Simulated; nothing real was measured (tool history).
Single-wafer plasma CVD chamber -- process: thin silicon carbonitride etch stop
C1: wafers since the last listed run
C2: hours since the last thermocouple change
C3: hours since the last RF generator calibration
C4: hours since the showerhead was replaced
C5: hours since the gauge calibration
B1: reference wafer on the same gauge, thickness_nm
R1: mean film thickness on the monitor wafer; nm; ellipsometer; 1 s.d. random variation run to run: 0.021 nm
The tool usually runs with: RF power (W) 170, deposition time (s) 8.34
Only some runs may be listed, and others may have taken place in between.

run 1 hour=0.0 | RF_power_(W)=170 deposition_time_(s)=8.34 | C1=0 C2=1044.4 C3=19.6 C4=2593.5 C5=1401.4 | B1=4.161 | R1=4.534
run 2 hour=105.7 | RF_power_(W)=150 deposition_time_(s)=9.48 | C1=2600 C2=1150.1 C3=125.3 C4=2699.2 C5=1507.1 | B1=4.158 | R1=4.977
run 3 hour=144.2 | RF_power_(W)=150 deposition_time_(s)=9.48 | C1=947 C2=1188.6 C3=163.8 C4=2737.7 C5=1545.6 | B1=4.158 | R1=5.003
run 4 hour=250.7 | RF_power_(W)=150 deposition_time_(s)=9.48 | C1=2619 C2=1295.1 C3=270.3 C4=2844.2 C5=1652.1 | B1=4.163 | R1=4.949
run 5 hour=288.2 | RF_power_(W)=170 deposition_time_(s)=8.34 | C1=922 C2=1332.6 C3=307.8 C4=2881.7 C5=1689.6 | B1=4.157 | R1=4.531
run 6 hour=337.6 | RF_power_(W)=170 deposition_time_(s)=8.34 | C1=1215 C2=1382.0 C3=357.2 C4=2931.1 C5=1739.0 | B1=4.161 | R1=4.490
run 7 hour=406.8 | RF_power_(W)=155 deposition_time_(s)=8.34 | C1=1702 C2=1451.2 C3=426.4 C4=3000.3 C5=1808.2 | B1=4.163 | R1=4.408
run 8 hour=480.2 | RF_power_(W)=170 deposition_time_(s)=8.34 | C1=1805 C2=1524.6 C3=499.8 C4=3073.7 C5=1881.6 | B1=4.158 | R1=4.540
run 9 hour=536.5 | RF_power_(W)=190 deposition_time_(s)=8.34 | C1=1384 C2=1580.9 C3=556.1 C4=3130.0 C5=1937.9 | B1=4.163 | R1=4.623
run 10 hour=640.7 | RF_power_(W)=190 deposition_time_(s)=8.34 | C1=2563 C2=1685.1 C3=660.3 C4=3234.2 C5=2042.1 | B1=4.160 | R1=4.673
run 11 hour=683.2 | RF_power_(W)=170 deposition_time_(s)=8.34 | C1=1045 C2=1727.6 C3=702.8 C4=3276.7 C5=2084.6 | B1=4.161 | R1=4.521
-- hour=706.5 showerhead replaced
run 12 hour=755.7 | RF_power_(W)=170 deposition_time_(s)=8.34 | C1=1586 C2=1800.1 C3=775.3 C4=49.2 C5=2157.1 | B1=4.160 | R1=4.477
-- hour=777.9 thermocouple changed; heater temperature recalibrated
run 13 hour=827.8 | RF_power_(W)=170 deposition_time_(s)=8.34 | C1=1576 C2=49.9 C3=847.4 C4=121.3 C5=2229.2 | B1=4.162 | R1=4.465
run 14 hour=886.7 | RF_power_(W)=145 deposition_time_(s)=8.34 | C1=1448 C2=108.8 C3=906.3 C4=180.2 C5=2288.1 | B1=4.158 | R1=4.263
run 15 hour=925.8 | RF_power_(W)=140 deposition_time_(s)=7.76 | C1=961 C2=147.9 C3=945.4 C4=219.3 C5=2327.2 | B1=4.160 | R1=3.952
-- hour=948.7 gauge calibrated
run 16 hour=965.6 | RF_power_(W)=200 deposition_time_(s)=9.28 | C1=979 C2=187.7 C3=985.2 C4=259.1 C5=16.9 | B1=4.161 | R1=5.237
run 17 hour=1002.8 | RF_power_(W)=170 deposition_time_(s)=8.34 | C1=915 C2=224.9 C3=1022.4 C4=296.3 C5=54.1 | B1=4.159 | R1=4.435
run 18 hour=1066.6 | RF_power_(W)=170 deposition_time_(s)=8.34 | C1=1569 C2=288.7 C3=1086.2 C4=360.1 C5=117.9 | B1=4.157 | R1=4.441
-- hour=1142.0 RF generator calibrated
run 19 hour=1144.4 | RF_power_(W)=150 deposition_time_(s)=7.70 | C1=1717 C2=366.5 C3=2.4 C4=437.9 C5=195.7 | B1=4.160 | R1=4.030
run 20 hour=1250.8 | RF_power_(W)=185 deposition_time_(s)=8.34 | C1=2617 C2=472.9 C3=108.8 C4=544.3 C5=302.1 | B1=4.160 | R1=4.698
run 21 hour=1356.3 | RF_power_(W)=195 deposition_time_(s)=9.56 | C1=2595 C2=578.4 C3=214.3 C4=649.8 C5=407.6 | B1=4.161 | R1=5.405
run 22 hour=1581.3 | RF_power_(W)=160 deposition_time_(s)=9.60 | C1=5534 C2=803.4 C3=439.3 C4=874.8 C5=632.6 | B1=4.160 | R1=5.111
run 23 hour=1684.9 | RF_power_(W)=170 deposition_time_(s)=8.34 | C1=2548 C2=907.0 C3=542.9 C4=978.4 C5=736.2 | B1=4.158 | R1=4.522
run 24 hour=1809.7 | RF_power_(W)=170 deposition_time_(s)=8.34 | C1=3070 C2=1031.8 C3=667.7 C4=1103.2 C5=861.0 | B1=4.162 | R1=4.506
run 25 hour=1862.0 | RF_power_(W)=190 deposition_time_(s)=9.55 | C1=1286 C2=1084.1 C3=720.0 C4=1155.5 C5=913.3 | B1=4.161 | R1=5.339
run 26 hour=1950.1 | RF_power_(W)=170 deposition_time_(s)=8.34 | C1=2167 C2=1172.2 C3=808.1 C4=1243.6 C5=1001.4 | B1=4.162 | R1=4.502
run 27 hour=2040.4 | RF_power_(W)=160 deposition_time_(s)=7.60 | C1=2221 C2=1262.5 C3=898.4 C4=1333.9 C5=1091.7 | B1=4.160 | R1=3.989
run 28 hour=2078.8 | RF_power_(W)=140 deposition_time_(s)=9.62 | C1=944 C2=1300.9 C3=936.8 C4=1372.3 C5=1130.1 | B1=4.160 | R1=4.912
run 29 hour=2149.7 | RF_power_(W)=160 deposition_time_(s)=9.37 | C1=1744 C2=1371.8 C3=1007.7 C4=1443.2 C5=1201.0 | B1=4.158 | R1=4.884
run 30 hour=2200.6 | RF_power_(W)=170 deposition_time_(s)=8.34 | C1=1252 C2=1422.7 C3=1058.6 C4=1494.1 C5=1251.9 | B1=4.161 | R1=4.414
run 31 hour=2252.9 | RF_power_(W)=170 deposition_time_(s)=8.34 | C1=1286 C2=1475.0 C3=1110.9 C4=1546.4 C5=1304.2 | B1=4.161 | R1=4.426
-- hour=2304.6 RF generator calibrated
run 32 hour=2345.7 | RF_power_(W)=150 deposition_time_(s)=8.91 | C1=2086 C2=1567.8 C3=41.1 C4=1639.2 C5=1397.0 | B1=4.161 | R1=4.663
run 33 hour=2416.4 | RF_power_(W)=170 deposition_time_(s)=8.34 | C1=1739 C2=1638.5 C3=111.8 C4=1709.9 C5=1467.7 | B1=4.158 | R1=4.562
run 34 hour=2473.5 | RF_power_(W)=155 deposition_time_(s)=9.24 | C1=1404 C2=1695.6 C3=168.9 C4=1767.0 C5=1524.8 | B1=4.160 | R1=4.918

For some of the steps in R1 from one run to the next: how much would appear even if the tool had no hidden state, given the settings, what came in and random variation, and how much remains for the hidden state plus any gauge scatter that the measured result and the result without hidden state don't share?
The tool's hidden condition here consists of: wafer temperature above the value expected at the setpoint (K); delivered RF power above the setpoint (%); gauge reads high (%).
Run 15 -> 16: RF power (W) 140 -> 200, deposition time (s) 7.76 -> 9.28, gauge calibrated. R1 +1.285 nm: hidden state -0.032, all else +1.317.
Run 18 -> 19: RF power (W) 170 -> 150, deposition time (s) 8.34 -> 7.70, RF generator calibrated. R1 -0.411 nm: hidden state +0.090, all else -0.501.
Run 25 -> 26: RF power (W) 190 -> 170, deposition time (s) 9.55 -> 8.34. R1 -0.837 nm: hidden state -0.001, all else -0.836.
Run 27 -> 28: RF power (W) 160 -> 140, deposition time (s) 7.60 -> 9.62. R1 +0.923 nm: hidden state -0.023, all else +0.946.
Run 31 -> 32: RF power (W) 170 -> 150, deposition time (s) 8.34 -> 8.91, RF generator calibrated. R1 +0.237 nm: hidden state +0.112, all else +0.125.
